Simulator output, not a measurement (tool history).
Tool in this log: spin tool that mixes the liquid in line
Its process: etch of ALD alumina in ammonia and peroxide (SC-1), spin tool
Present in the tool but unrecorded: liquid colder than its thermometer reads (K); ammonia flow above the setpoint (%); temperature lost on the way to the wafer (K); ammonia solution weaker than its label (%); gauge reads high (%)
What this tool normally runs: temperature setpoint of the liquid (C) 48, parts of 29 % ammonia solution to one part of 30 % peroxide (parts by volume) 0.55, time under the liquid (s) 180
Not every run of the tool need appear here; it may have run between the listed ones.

run    hour  temperature setpoint of the liquid (C)  parts of 29 % ammonia solution to one part of 30 % peroxide (parts by volume)  time under the liquid (s)  wafers since the last listed run  hours since the thermometer was replaced  hours since the ammonia flow meter was replaced  hours since the heated supply line was repaired  hours since the drum of ammonia solution was connected  hours since the gauge calibration  read-back film thickness of the ALD alumina reference wafer, read on the same gauge (nm)  thickness taken off the ALD alumina on a monitor wafer (Å)
  1       0                                      48                                                                           0.45                        180                                 0                                      10.2                                            394.4                                           1277.6                                                   387.7                              610.7                                                                                     80.05                                                       102.8
  2    61.1                                      48                                                                           0.55                        180                               422                                      71.3                                            455.5                                           1338.7                                                   448.8                              671.8                                                                                     79.98                                                       104.4
  3   125.8                                      48                                                                           0.55                        215                               447                                       136                                            520.2                                           1403.4                                                   513.5                              736.5                                                                                     79.96                                                       124.8
  4   186.1                                    50.5                                                                           0.55                        180                               417                                     196.3                                            580.5                                           1463.7                                                   573.8                              796.8                                                                                     79.99                                                       120.7
      232.9  -- new drum of ammonia solution connected
  5   264.7                                      48                                                                           0.55                        180                               536                                     274.9                                            659.1                                           1542.3                                                    31.8                              875.4                                                                                     80.05                                                         104
  6     335                                      48                                                                           0.55                        180                               486                                     345.2                                            729.4                                           1612.6                                                   102.1                              945.7                                                                                        80                                                       104.3
  7   390.6                                      48                                                                           0.55                        180                               384                                     400.8                                              785                                           1668.2                                                   157.7                             1001.3                                                                                     79.99                                                       104.8
      428.3  -- heated supply line repaired
  8   476.6                                      54                                                                           0.55                        150                               588                                     486.8                                              871                                             48.3                                                   243.7                             1087.3                                                                                        80                                                       127.4
      497.6  -- ammonia flow meter replaced
  9   534.9                                    40.5                                                                            0.4                         75                               396                                     545.1                                             37.3                                            106.6                                                     302                             1145.6                                                                                     79.99                                                          29
 10   623.6                                    55.5                                                                           0.55                        180                               613                                     633.8                                              126                                            195.3                                                   390.7                             1234.3                                                                                     79.96                                                       165.4
 11   682.8                                    42.5                                                                            0.4                         85                               409                                       693                                            185.2                                            254.5                                                   449.9                             1293.5                                                                                        80                                                          37
 12   745.1                                    53.5                                                                            0.8                        145                               431                                     755.3                                            247.5                                            316.8                                                   512.2                             1355.8                                                                                     79.98                                                       123.8
      808.5  -- thermometer replaced
 13   827.9                                      52                                                                           0.65                        210                               566                                      19.4                                            330.3                                            399.6                                                     595                             1438.6                                                                                     80.03                                                       161.1
 14   876.1                                      48                                                                            0.3                        180                               333                                      67.6                                            378.5                                            447.8                                                   643.2                             1486.8                                                                                     80.01                                                         103
      954.2  -- new drum of ammonia solution connected
 15   982.3                                      48                                                                           0.55                        180                               727                                     173.8                                            484.7                                              554                                                    28.1                               1593                                                                                     79.97                                                       108.2
 16  1078.7                                    56.5                                                                           0.55                        235                               667                                     270.2                                            581.1                                            650.4                                                   124.5                             1689.4                                                                                     79.99                                                       226.2
 17  1338.5                                      48                                                                           0.55                         85                              1797                                       530                                            840.9                                            910.2                                                   384.3                             1949.2                                                                                     80.01                                                          51
 18  1386.2                                      55                                                                           0.45                         80                               330                                     577.7                                            888.6                                            957.9                                                     432                             1996.9                                                                                     79.97                                                        68.4
 19  1490.4                                      54                                                                            0.7                        125                               721                                     681.9                                            992.8                                           1062.1                                                   536.2                             2101.1                                                                                     80.02                                                       106.4
     1516.5  -- ammonia flow meter replaced
 20  1546.5                                      48                                                                           0.55                         75                               381                                       738                                               30                                           1118.2                                                   592.3                             2157.2                                                                                        80                                                        44.5
 21  1598.4                                      48                                                                           0.55                        240                               359                                     789.9                                             81.9                                           1170.1                                                   644.2                             2209.1                                                                                     79.95                                                       142.8
     1628.4  -- thermometer replaced
     1658.5  -- new drum of ammonia solution connected
 22  1687.6                                      48                                                                           0.75                        285                               603                                      59.2                                            171.1                                           1259.3                                                    29.1                             2298.3                                                                                     79.96                                                         173
 23  1750.1                                      52                                                                            0.8                        215                               432                                     121.7                                            233.6                                           1321.8                                                    91.6                             2360.8                                                                                     80.02                                                       163.1
 24  1803.2                                      48                                                                           0.35                         75                               367                                     174.8                                            286.7                                           1374.9                                                   144.7                             2413.9                                                                                     79.97                                                        42.3

Branching from run 24: 5 alternative next runs. What would each branch give?
  A  1803.7                                      48                                                                           0.55                        180                                 3                                     175.3                                            287.2                                           1375.4                                                   145.2                             2414.4                                                                                         ?                                                           ?
  B  1803.7                                    44.5                                                                           0.55                        245                                 3                                     175.3                                            287.2                                           1375.4                                                   145.2                             2414.4                                                                                         ?                                                           ?
  C  1803.7                                    56.5                                                                            0.7                        225                                 3                                     175.3                                            287.2                                           1375.4                                                   145.2                             2414.4                                                                                         ?                                                           ?
  D  1803.7                                      55                                                                            0.7                        225                                 3                                     175.3                                            287.2                                           1375.4                                                   145.2                             2414.4                                                                                         ?                                                           ?
  E  1803.7                                      45                                                                           0.55                        180                                 3                                     175.3                                            287.2                                           1375.4                                                   145.2                             2414.4                                                                                         ?                                                           ?

run  read-back film thickness of the ALD alumina reference wafer, read on the same gauge (nm)  thickness taken off the ALD alumina on a monitor wafer (Å)
  A                                                                                     79.99                                                       106.1
  B                                                                                     79.99                                                       118.3
  C                                                                                     79.99                                                       215.5
  D                                                                                     79.99                                                         199
  E                                                                                     79.99                                                        89.5
What these runs would have given with no unlogged condition in the tool:
run  thickness taken off the ALD alumina on a monitor wafer (Å)
  A                                                       111.4
  B                                                       124.4
  C                                                       225.8
  D                                                       208.6
  E                                                        94.1
